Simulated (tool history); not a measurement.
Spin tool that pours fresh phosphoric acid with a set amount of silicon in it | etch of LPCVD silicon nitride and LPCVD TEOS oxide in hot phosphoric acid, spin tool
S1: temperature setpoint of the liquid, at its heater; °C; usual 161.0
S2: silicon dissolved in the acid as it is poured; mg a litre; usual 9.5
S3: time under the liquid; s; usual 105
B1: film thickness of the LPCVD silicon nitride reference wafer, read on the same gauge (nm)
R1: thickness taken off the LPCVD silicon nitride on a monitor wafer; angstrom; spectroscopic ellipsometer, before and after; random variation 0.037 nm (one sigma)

run	hour	S1	S2	S3	B1	R1
1	0.0	161.0	9.5	105	119.99	124.2
2	12.8	161.0	9.5	105	120.00	124.1
3	21.9	161.0	9.5	105	120.00	123.2
# hour 24.5: gauge calibrated
4	38.2	162.0	9.5	105	120.01	127.5
5	53.1	161.0	9.5	105	120.01	123.6
6	60.1	163.0	11.5	130	120.00	163.6
7	113.0	161.0	17.0	140	120.00	164.9
# hour 117.9: thermometer replaced
8	123.8	161.0	9.5	105	119.98	114.1
9	138.1	161.0	9.5	105	119.98	113.7
# hour 150.3: dissolved silicon flow meter replaced
10	155.2	159.5	6.5	55	120.01	56.7
11	167.2	163.0	11.5	130	119.97	151.1
12	180.7	163.0	9.5	160	120.00	184.4
13	197.1	159.0	6.0	105	120.01	106.2
14	211.5	161.0	12.5	105	120.00	113.7
15	217.9	161.0	9.5	105	119.97	114.2
16	228.3	161.0	13.0	105	120.02	113.8
17	238.3	160.0	12.0	125	119.99	131.4
18	256.2	161.0	9.5	85	120.00	91.9
19	274.1	161.0	9.5	165	119.99	179.5
20	284.9	159.0	13.5	105	120.02	106.4
21	296.2	162.5	2.0	50	120.02	57.3

Forecast each of these 5 alternatives for the next run:
A	296.6	161.0	3.0	105	?	?
B	296.6	161.0	14.0	135	?	?
C	296.6	161.0	9.5	130	?	?
D	296.6	161.0	5.0	105	?	?
E	296.6	164.0	3.0	155	?	?

run	B1	R1
A	119.99	113.6
B	119.99	146.1
C	119.99	140.6
D	119.99	113.6
E	119.99	185.3
Without the tool's hidden state the same runs would have given:
run	R1
A	114.1
B	146.7
C	141.3
D	114.1
E	186.1

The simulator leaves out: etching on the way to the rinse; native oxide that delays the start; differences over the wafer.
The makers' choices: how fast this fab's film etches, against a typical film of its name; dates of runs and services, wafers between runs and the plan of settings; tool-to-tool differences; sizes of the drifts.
